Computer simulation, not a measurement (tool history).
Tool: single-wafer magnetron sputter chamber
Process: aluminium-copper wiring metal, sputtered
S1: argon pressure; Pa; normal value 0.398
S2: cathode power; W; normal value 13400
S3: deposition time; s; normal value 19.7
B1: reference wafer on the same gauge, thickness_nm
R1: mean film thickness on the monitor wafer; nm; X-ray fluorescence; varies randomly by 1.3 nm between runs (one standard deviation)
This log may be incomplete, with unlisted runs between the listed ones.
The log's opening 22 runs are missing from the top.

run    hour     S1     S2    S3       B1       R1
 23  1748.5  0.445  15850  19.7  402.091  553.344
       1809  -- sputter target and shields replaced
 24  1824.3  0.398  13400  19.7   401.73  487.902
 25  1894.7  0.259  11550  23.3  402.268  530.307
 26  1941.7  0.398  13400  19.7  402.204  487.015
 27  2038.4  0.302  11450  22.5  401.834  496.718
 28  2080.4  0.398  13400  23.1  401.927  567.902
 29    2118  0.398  13400  19.7   401.99  481.767
 30  2155.6   0.45  11850  18.4   401.71  387.779
 31  2192.4  0.398  11550  19.7  402.062  415.013
 32  2255.9  0.301  12000  18.7  402.346  425.332

Forecast each of these 4 alternatives for the next run:
  A  2256.3  0.398  13400  19.7   ?   ?
  B  2256.3  0.443  12050    23   ?   ?
  C  2256.3  0.298  15250  19.7   ?   ?
  D  2256.3  0.241  14700  19.7   ?   ?

run       B1       R1
  A  401.976  476.135
  B  401.976  489.441
  C  401.976  568.269
  D  401.976  563.047
The same runs, with their run-to-run variation unchanged, on a tool lacking any hidden condition would have given:
run       R1
  A  491.799
  B  506.008
  C  585.729
  D   579.63

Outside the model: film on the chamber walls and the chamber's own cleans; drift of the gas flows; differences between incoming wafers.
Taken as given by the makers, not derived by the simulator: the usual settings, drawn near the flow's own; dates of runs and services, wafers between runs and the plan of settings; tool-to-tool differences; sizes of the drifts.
